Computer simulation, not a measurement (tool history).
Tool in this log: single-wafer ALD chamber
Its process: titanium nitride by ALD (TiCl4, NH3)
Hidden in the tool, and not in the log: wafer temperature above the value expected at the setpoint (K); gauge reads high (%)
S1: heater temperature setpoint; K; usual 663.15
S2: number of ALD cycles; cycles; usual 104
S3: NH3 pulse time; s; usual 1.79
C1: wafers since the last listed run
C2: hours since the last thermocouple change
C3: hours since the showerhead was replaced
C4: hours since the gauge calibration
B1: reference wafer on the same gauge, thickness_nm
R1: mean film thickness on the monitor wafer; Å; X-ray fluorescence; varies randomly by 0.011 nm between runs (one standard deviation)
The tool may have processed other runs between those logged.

run   hour      S1   S2    S3  C1      C2      C3     C4     B1     R1
  1      0  663.15  104  1.79   0  1152.3  3570.7  289.8   2.21   21.7
  2   29.5  663.15  104  1.79  43  1181.8  3600.2  319.3  2.212  21.72
  3   59.3  663.15  104  1.79  44  1211.6    3630  349.1  2.217  21.91
  4     91  663.15  104  1.79  46  1243.3  3661.7  380.8  2.222  21.85
  5  120.9  663.15  104  1.79  44  1273.2  3691.6  410.7  2.224  21.93
  6    151  663.15  104  1.79  44  1303.3  3721.7  440.8  2.222  21.86
  7  193.1  672.15  104  1.79  62  1345.4  3763.8  482.9  2.225  21.84
  8  205.5  663.15  104  1.79  18  1357.8  3776.2  495.3  2.229  21.73
     230.2  -- gauge calibrated
  9  230.3  663.15  104  1.79  36  1382.6    3801    0.1  2.171   21.2
 10  262.1  663.15  104  1.79  47  1414.4  3832.8   31.9  2.177  21.52
 11  288.5  663.15  109  1.79  39  1440.8  3859.2   58.3  2.179  22.36
 12  303.5  663.15  113  1.79  22  1455.8  3874.2   73.3  2.176  23.36
 13  331.1  663.15  104  1.79  40  1483.4  3901.8  100.9  2.182  21.36
     364.1  -- thermocouple changed; heater temperature recalibrated
     370.9  -- showerhead replaced
 14  371.4  654.15  104  1.79  37     7.3     0.5  141.2  2.186  21.39
 15  396.2  650.15   91  2.18  36    32.1    25.3    166  2.188  19.08
 16    432  663.15  104  1.79  53    67.9    61.1  201.8   2.19  21.72
 17  458.3  663.15  118  1.79  38    94.2    87.4  228.1  2.194  24.35
 18  488.2  663.15  104  1.79  44   124.1   117.3    258  2.195  21.51
 19  502.6  663.15   94  1.79  21   138.5   131.7  272.4  2.198  19.37
 20  533.7  663.15   87  1.79  46   169.6   162.8  303.5  2.198  17.87
 21  550.9  673.15   85  1.17  25   186.8     180  320.7  2.203  17.02
 22  579.5  659.15   86  1.79  42   215.4   208.6  349.3  2.203   17.9

Take each entry between the runs: how does the hidden state at the last listed run before it differ from the hidden state at the first listed run after it?
In the gap between runs 8 and 9: gauge calibrated (hour 230.2)
  gauge reads high (%): 2.23 -> -0.316
  measured less the result without the state, R1: +0.48 -> -0.07 Å
In the gap between runs 13 and 14: thermocouple changed; heater temperature recalibrated (hour 364.1); showerhead replaced (hour 370.9)
  gauge reads high (%): 0.0874 -> 0.249
  measured less the result without the state, R1: +0.02 -> +0.05 Å
